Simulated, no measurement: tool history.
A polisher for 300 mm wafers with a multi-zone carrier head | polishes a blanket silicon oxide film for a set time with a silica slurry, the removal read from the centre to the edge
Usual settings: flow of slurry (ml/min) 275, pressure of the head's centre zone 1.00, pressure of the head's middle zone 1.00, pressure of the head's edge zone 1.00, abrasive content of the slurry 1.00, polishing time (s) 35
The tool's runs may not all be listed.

run	day	flow of slurry (ml/min)	pressure of the head's centre zone	pressure of the head's middle zone	pressure of the head's edge zone	abrasive content of the slurry	polishing time (s)	wafers since the last listed run	wafers polished on this pad	hours since the slurry nozzle was cleaned	hours since the centre zone pressure was calibrated	hours since the edge zone pressure was calibrated	hours since the carrier head's membrane was replaced	incoming thickness of the incoming film, nm	film removed at the wafer's centre (nm)	film removed at mid-radius (nm)	film removed at the wafer's edge (nm)
1	0.000	330	1.11	1.00	1.00	1.20	35	0	1460	242.7	724.5	548.5	722.9	1811.3	154.4	138.6	140.9
2	1.367	275	1.00	1.00	0.89	0.70	35	445	1905	275.5	757.3	581.3	755.7	1798.5	91.4	91.4	90.3
3	3.171	230	1.00	1.03	1.00	0.75	45	587	2493	318.8	800.6	624.6	799.0	1812.9	118.6	127.2	127.0
4	6.104	275	1.00	1.00	1.00	0.80	35	955	3449	389.2	871.0	695.0	869.4	1832.6	100.2	98.9	103.0
5	7.758	275	1.00	1.00	1.00	1.00	35	538	3988	428.9	910.7	734.7	909.1	1774.3	114.6	117.9	122.4
6	10.400	275	1.00	1.00	1.00	1.00	35	860	4848	492.3	974.1	798.1	972.5	1777.0	111.5	112.3	116.3
# day 10.617: slurry nozzle cleaned
# day 13.017: worn pad replaced by a new one
7	13.304	275	1.00	1.00	1.00	1.00	35	878	93	64.5	1043.8	867.8	1042.2	1814.6	121.6	125.4	127.3
# day 14.383: edge zone pressure recalibrated
8	14.892	275	1.00	0.91	1.00	1.00	35	490	583	102.6	1081.9	12.2	1080.3	1799.3	123.3	117.7	131.0
9	16.283	275	1.00	1.00	1.00	1.30	35	453	1036	136.0	1115.3	45.6	1113.7	1799.7	144.0	138.5	146.8
10	17.446	250	1.00	1.10	1.00	1.00	47	378	1415	163.9	1143.2	73.5	1141.6	1789.3	163.3	172.8	166.0
# day 19.333: carrier head's membrane replaced by a new one
# day 19.738: centre zone pressure recalibrated
11	21.075	275	1.12	1.06	1.00	1.00	35	1087	2502	251.0	32.1	160.6	41.8	1793.5	136.3	125.4	122.2
12	22.125	275	1.00	1.00	1.00	1.00	35	342	2845	276.2	57.3	185.8	67.0	1812.2	118.2	121.6	122.5
13	24.392	345	0.94	0.89	1.00	1.00	35	738	3583	330.6	111.7	240.2	121.4	1798.7	111.6	111.7	122.7
14	26.125	245	1.00	1.00	0.91	1.00	30	564	4148	372.2	153.3	281.8	163.0	1815.1	97.9	98.0	95.7
# day 27.742: slurry nozzle cleaned
15	28.438	210	1.00	1.00	1.00	1.00	35	739	4888	16.7	208.8	337.3	218.5	1777.0	111.6	116.8	118.6
# day 29.888: worn pad replaced by a new one
16	31.317	275	1.00	1.00	0.96	1.00	23	883	465	85.8	277.9	406.4	287.6	1777.5	81.8	83.6	82.8
17	33.296	245	1.00	0.94	1.00	1.00	46	644	1110	133.3	325.4	453.9	335.1	1788.3	155.8	158.8	164.9
18	35.479	275	1.00	1.00	1.00	1.00	35	711	1821	185.7	377.8	506.3	387.5	1818.3	121.4	122.6	126.4
19	36.996	205	1.00	1.00	1.11	1.00	35	494	2315	222.1	414.2	542.7	423.9	1824.3	116.0	116.2	130.2
20	38.433	345	1.00	0.96	1.00	0.80	35	468	2784	256.6	448.7	577.2	458.4	1778.8	104.5	100.1	108.6

5 ways to go on from here, each from the tool as it stands after run 20. What would each give?
A	38.450	275	1.00	1.00	1.00	1.00	35	5	2789	257.0	449.1	577.6	458.8	1833.1	?	?	?
B	38.450	240	1.00	1.08	1.00	0.85	45	5	2789	257.0	449.1	577.6	458.8	1833.1	?	?	?
C	38.450	355	1.03	1.00	1.00	1.00	35	5	2789	257.0	449.1	577.6	458.8	1833.1	?	?	?
D	38.450	275	1.00	1.00	1.00	0.70	27	5	2789	257.0	449.1	577.6	458.8	1833.1	?	?	?
E	38.450	310	1.00	1.11	1.00	1.00	35	5	2789	257.0	449.1	577.6	458.8	1833.1	?	?	?

run	film removed at the wafer's centre (nm)	film removed at mid-radius (nm)	film removed at the wafer's edge (nm)
A	116.1	121.1	121.2
B	131.7	143.6	138.1
C	123.2	124.2	123.5
D	68.5	71.5	71.5
E	117.8	130.1	122.2
Without the tool's hidden state the same runs would have given:
run	film removed at the wafer's centre (nm)	film removed at mid-radius (nm)	film removed at the wafer's edge (nm)
A	125.3	130.0	128.7
B	142.9	154.9	147.1
C	131.8	132.4	130.5
D	74.0	76.7	76.0
E	126.6	139.2	129.4
